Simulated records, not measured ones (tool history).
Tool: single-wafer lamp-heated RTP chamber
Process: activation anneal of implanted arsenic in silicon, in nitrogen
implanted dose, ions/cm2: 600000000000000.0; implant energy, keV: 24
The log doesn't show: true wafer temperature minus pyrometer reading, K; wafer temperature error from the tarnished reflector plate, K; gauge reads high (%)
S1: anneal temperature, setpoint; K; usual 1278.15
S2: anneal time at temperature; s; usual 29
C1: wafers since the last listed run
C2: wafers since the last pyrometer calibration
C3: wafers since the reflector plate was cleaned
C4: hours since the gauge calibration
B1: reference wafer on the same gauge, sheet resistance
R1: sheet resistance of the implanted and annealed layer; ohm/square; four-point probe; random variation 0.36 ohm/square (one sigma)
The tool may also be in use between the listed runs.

{"run": 1, "hour": 0.0, "S1": 1268.15, "S2": 29, "C1": 0, "C2": 1583, "C3": 7078, "C4": 549.7, "B1": 200.97, "R1": 189.12}
{"run": 2, "hour": 60.2, "S1": 1268.15, "S2": 29, "C1": 462, "C2": 2046, "C3": 7541, "C4": 609.9, "B1": 200.88, "R1": 189.28}
{"run": 3, "hour": 127.8, "S1": 1278.15, "S2": 29, "C1": 519, "C2": 2566, "C3": 8060, "C4": 677.5, "B1": 201.05, "R1": 186.49}
{"run": 4, "hour": 193.3, "S1": 1294.15, "S2": 29, "C1": 503, "C2": 3069, "C3": 8564, "C4": 743.0, "B1": 200.91, "R1": 184.67}
{"run": 5, "hour": 243.5, "S1": 1294.15, "S2": 29, "C1": 385, "C2": 3455, "C3": 8949, "C4": 793.2, "B1": 200.75, "R1": 184.44}
{"run": 6, "hour": 292.7, "S1": 1293.15, "S2": 29, "C1": 378, "C2": 3833, "C3": 9328, "C4": 842.4, "B1": 201.09, "R1": 184.64}
{"run": 7, "hour": 320.2, "S1": 1293.15, "S2": 29, "C1": 211, "C2": 4044, "C3": 9539, "C4": 869.9, "B1": 200.97, "R1": 184.71}
{"run": 8, "hour": 388.2, "S1": 1278.15, "S2": 29, "C1": 522, "C2": 4567, "C3": 10062, "C4": 937.9, "B1": 201.21, "R1": 186.56}
{"run": 9, "hour": 450.7, "S1": 1278.15, "S2": 29, "C1": 480, "C2": 5047, "C3": 10542, "C4": 1000.4, "B1": 201.03, "R1": 186.74}
{"run": 10, "hour": 516.2, "S1": 1264.15, "S2": 37, "C1": 503, "C2": 5551, "C3": 11045, "C4": 1065.9, "B1": 201.12, "R1": 187.1}
{"hour": 532.1, "done": "pyrometer window cleaned and pyrometer calibrated"}
{"run": 11, "hour": 611.4, "S1": 1264.15, "S2": 37, "C1": 670, "C2": 609, "C3": 11716, "C4": 1161.1, "B1": 200.97, "R1": 188.06}
{"run": 12, "hour": 664.5, "S1": 1278.15, "S2": 29, "C1": 408, "C2": 1017, "C3": 12124, "C4": 1214.2, "B1": 201.04, "R1": 187.74}
{"run": 13, "hour": 771.0, "S1": 1278.15, "S2": 29, "C1": 818, "C2": 1836, "C3": 12942, "C4": 1320.7, "B1": 201.09, "R1": 187.26}
{"run": 14, "hour": 831.2, "S1": 1308.15, "S2": 12, "C1": 462, "C2": 2298, "C3": 13405, "C4": 1380.9, "B1": 201.0, "R1": 188.67}
{"run": 15, "hour": 856.7, "S1": 1307.15, "S2": 42, "C1": 195, "C2": 2494, "C3": 13601, "C4": 1406.4, "B1": 201.01, "R1": 180.1}
{"hour": 901.2, "done": "reflector plate cleaned"}
{"run": 16, "hour": 913.4, "S1": 1252.15, "S2": 37, "C1": 374, "C2": 2869, "C3": 93, "C4": 1463.1, "B1": 201.18, "R1": 189.58}
{"run": 17, "hour": 962.3, "S1": 1278.15, "S2": 29, "C1": 375, "C2": 3245, "C3": 469, "C4": 1512.0, "B1": 201.02, "R1": 187.49}
{"run": 18, "hour": 1007.6, "S1": 1306.15, "S2": 29, "C1": 348, "C2": 3593, "C3": 817, "C4": 1557.3, "B1": 200.95, "R1": 182.07}
{"run": 19, "hour": 1059.0, "S1": 1264.15, "S2": 35, "C1": 395, "C2": 3988, "C3": 1212, "C4": 1608.7, "B1": 201.06, "R1": 187.62}
{"hour": 1076.8, "done": "gauge calibrated"}
{"run": 20, "hour": 1123.3, "S1": 1267.15, "S2": 41, "C1": 494, "C2": 4482, "C3": 1706, "C4": 46.5, "B1": 200.91, "R1": 186.99}
{"run": 21, "hour": 1147.4, "S1": 1302.15, "S2": 16, "C1": 185, "C2": 4667, "C3": 1892, "C4": 70.6, "B1": 200.98, "R1": 186.85}
{"run": 22, "hour": 1174.7, "S1": 1296.15, "S2": 29, "C1": 209, "C2": 4877, "C3": 2102, "C4": 97.9, "B1": 201.25, "R1": 183.93}
{"run": 23, "hour": 1216.8, "S1": 1278.15, "S2": 29, "C1": 323, "C2": 5201, "C3": 2425, "C4": 140.0, "B1": 201.07, "R1": 186.97}
{"run": 24, "hour": 1245.0, "S1": 1278.15, "S2": 29, "C1": 216, "C2": 5417, "C3": 2642, "C4": 168.2, "B1": 201.1, "R1": 186.68}
{"run": 25, "hour": 1308.6, "S1": 1278.15, "S2": 41, "C1": 488, "C2": 5906, "C3": 3131, "C4": 231.8, "B1": 200.97, "R1": 183.95}
{"run": 26, "hour": 1352.8, "S1": 1292.15, "S2": 15, "C1": 339, "C2": 6246, "C3": 3470, "C4": 276.0, "B1": 201.15, "R1": 188.42}

Forecast each of these 3 alternatives for the next run:
{"run": "A", "hour": 1353.2, "S1": 1278.15, "S2": 29, "C1": 3, "C2": 6249, "C3": 3473, "C4": 276.4, "B1": "?", "R1": "?"}
{"run": "B", "hour": 1353.2, "S1": 1270.15, "S2": 29, "C1": 3, "C2": 6249, "C3": 3473, "C4": 276.4, "B1": "?", "R1": "?"}
{"run": "C", "hour": 1353.2, "S1": 1249.15, "S2": 29, "C1": 3, "C2": 6249, "C3": 3473, "C4": 276.4, "B1": "?", "R1": "?"}

run=A B1=201.11 R1=186.42
run=B B1=201.11 R1=187.61
run=C B1=201.11 R1=190.64
Without the tool's hidden state the same runs would have given:
run=A R1=188.29
run=B R1=189.44
run=C R1=192.48
